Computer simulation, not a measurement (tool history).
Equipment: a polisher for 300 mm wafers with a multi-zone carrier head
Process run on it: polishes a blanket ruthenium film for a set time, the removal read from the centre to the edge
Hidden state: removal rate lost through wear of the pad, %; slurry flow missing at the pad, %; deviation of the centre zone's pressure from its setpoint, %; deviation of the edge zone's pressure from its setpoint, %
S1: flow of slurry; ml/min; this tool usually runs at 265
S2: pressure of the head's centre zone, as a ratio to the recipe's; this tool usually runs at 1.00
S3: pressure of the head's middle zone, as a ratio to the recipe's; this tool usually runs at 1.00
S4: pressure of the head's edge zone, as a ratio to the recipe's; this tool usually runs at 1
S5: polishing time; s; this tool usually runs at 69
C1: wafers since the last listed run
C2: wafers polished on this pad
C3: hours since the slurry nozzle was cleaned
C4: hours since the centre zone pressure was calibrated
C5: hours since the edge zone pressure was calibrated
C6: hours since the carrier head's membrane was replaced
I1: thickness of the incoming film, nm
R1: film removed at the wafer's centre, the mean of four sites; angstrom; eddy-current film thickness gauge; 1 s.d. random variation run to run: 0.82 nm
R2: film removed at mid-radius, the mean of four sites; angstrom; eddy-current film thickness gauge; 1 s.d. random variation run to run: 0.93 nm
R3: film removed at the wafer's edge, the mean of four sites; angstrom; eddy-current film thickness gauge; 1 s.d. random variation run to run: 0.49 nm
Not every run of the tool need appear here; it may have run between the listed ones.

run,hour,S1,S2,S3,S4,S5,C1,C2,C3,C4,C5,C6,I1,R1,R2,R3
1,0.0,265,1.00,1.00,1,78,0,149,236.0,213.0,440.7,1765.0,519.1,761,739,776
2,22.3,265,1.00,1.00,1,69,284,433,258.3,235.3,463.0,1787.3,523.8,648,639,666
# hour 46.3: worn pad replaced by a new one
3,47.9,265,1.00,0.93,1,69,275,19,283.9,260.9,488.6,1812.9,525.9,683,613,688
4,76.4,265,1.00,0.93,1,69,363,383,312.4,289.4,517.1,1841.4,526.0,658,611,685
5,94.9,265,1.00,0.93,1,69,235,619,330.9,307.9,535.6,1859.9,523.3,624,593,652
# hour 117.2: centre zone pressure recalibrated
# hour 118.1: worn pad replaced by a new one
6,118.6,265,1.00,1.05,1,69,264,6,354.6,1.4,559.3,1883.6,518.6,676,686,689
# hour 120.4: slurry nozzle cleaned
7,129.7,265,1.00,1.00,1,69,128,135,9.3,12.5,570.4,1894.7,518.7,675,671,694
8,157.8,265,1.00,1.00,1,69,358,493,37.4,40.6,598.5,1922.8,517.0,646,636,667
9,180.3,265,1.00,1.07,1,69,286,780,59.9,63.1,621.0,1945.3,526.5,611,620,622
# hour 191.6: worn pad replaced by a new one
# hour 196.7: carrier head's membrane replaced by a new one
10,203.4,210,0.90,0.95,1,69,179,87,83.0,86.2,644.1,6.7,518.4,612,623,673
# hour 224.7: edge zone pressure recalibrated
11,232.4,190,1.00,0.96,1,69,344,431,112.0,115.2,7.7,35.7,521.8,607,598,635
# hour 253.1: worn pad replaced by a new one
12,253.6,265,1.00,1.00,1,69,219,6,133.2,136.4,28.9,56.9,522.2,658,664,691

What does the tool deliver on the next run?
13,264.7,325,0.94,1.00,1,69,141,148,144.3,147.5,40.0,68.0,522.1,?,?,?

R1: 647 angstrom
R2: 664 angstrom
R3: 701 angstrom
Were there no unlogged condition in the tool, this run, its random variation unchanged, would have produced R1 657 angstrom, R2 674 angstrom, R3 712 angstrom.
